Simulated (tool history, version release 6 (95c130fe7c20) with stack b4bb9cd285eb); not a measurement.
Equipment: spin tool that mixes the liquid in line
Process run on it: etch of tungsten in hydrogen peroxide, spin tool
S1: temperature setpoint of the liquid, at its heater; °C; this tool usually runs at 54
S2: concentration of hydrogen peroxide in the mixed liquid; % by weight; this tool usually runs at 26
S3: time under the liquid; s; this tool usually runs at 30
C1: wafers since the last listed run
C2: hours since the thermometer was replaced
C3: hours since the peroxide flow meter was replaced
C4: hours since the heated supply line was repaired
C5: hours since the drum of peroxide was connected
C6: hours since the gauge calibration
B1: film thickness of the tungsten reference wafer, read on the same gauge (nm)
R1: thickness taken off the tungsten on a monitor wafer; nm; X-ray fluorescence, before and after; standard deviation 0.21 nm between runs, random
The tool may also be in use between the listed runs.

run    hour    S1    S2  S3   C1      C2     C3      C4      C5      C6      B1      R1
  1       0    54  29.5  30    0  1546.5  306.3  1398.3   708.7   819.2  147.05   66.69
  2    64.6    54    26  30  505  1611.1  370.9  1462.9   773.3   883.8  146.92   62.71
        104  -- peroxide flow meter replaced
  3   120.2    54    26  30  427  1666.7   16.2  1518.5   828.9   939.4  146.81   62.51
  4   163.7    54  24.5  30  340  1710.2   59.7    1562   872.4   982.9   146.8    60.5
  5   203.1    54  24.5  30  308  1749.6   99.1  1601.4   911.8  1022.3  146.74   60.54
  6   249.5    54  24.5  30  362    1796  145.5  1647.8   958.2  1068.7  146.71   61.07
  7     286    54    26  30  285  1832.5    182  1684.3   994.7  1105.2  146.69   62.15
      312.7  -- heated supply line repaired
  8   353.3    54    26  30  518  1899.8  249.3    40.6    1062  1172.5  146.63   62.37
  9   422.1    54    26  30  538  1968.6  318.1   109.4  1130.8  1241.3  146.55   61.89
 10   472.2  46.5    30  35  391  2018.7  368.2   159.5  1180.9  1291.4  146.51   49.29
      516.5  -- new drum of peroxide connected
      520.1  -- peroxide flow meter replaced
 11   529.8    54    26  30  434  2076.3    9.7   217.1    13.3    1349  146.48   62.52
 12     589    61    30  50  463  2135.5   68.9   276.3    72.5  1408.2  146.45  168.52
 13   659.7    54    30  30  553  2206.2  139.6     347   143.2  1478.9  146.44   66.74
      670.2  -- gauge calibrated
 14   697.8    61    30  50  298  2244.3  177.7   385.1   181.3    27.6  149.92  171.69
 15   772.2    59    26  30  582  2318.7  252.1   459.5   255.7     102  149.43   85.48
 16   799.8    54    26  30  215  2346.3  279.7   487.1   283.3   129.6  149.21   63.69
 17   889.5    57    18  25  701    2436  369.4   576.8     373   219.3  148.68   52.54
 18   953.9    54    26  30  503  2500.4  433.8   641.2   437.4   283.7   148.3   63.32
      979.1  -- peroxide flow meter replaced
 19   979.6  46.5    26  30  193  2526.1    0.5   666.9   463.1   309.4  148.22   40.08
     1016.7  -- thermometer replaced
 20    1036    54    26  30  433    19.3   56.9   723.3   519.5   365.8  147.98   62.96
 21    1103    58    30  20  524    86.3  123.9   790.3   586.5   432.8  147.73   57.07
 22  1157.5    54  28.5  40  426   140.8  178.4   844.8     641   487.3  147.58   87.07
 23  1194.4    54    26  30  288   177.7  215.3   881.7   677.9   524.2  147.46   62.49
 24  1237.1  59.5    30  35  334   220.4    258   924.4   720.6   566.9  147.28  108.56
 25  1291.2  45.5    30  40  423   274.5  312.1   978.5   774.7     621  147.12   53.25

Run 26 is up next; what results do you expect?
     1395.7  -- peroxide flow meter replaced
 26  1458.4  47  23.5  45  1300  441.7  62.7  1145.7  941.9  788.2   ?   ?

B1: 146.82
R1: 58.13 nm
With the hidden condition absent and the run-to-run variation left alone, this run would have shown R1 59.39 nm.
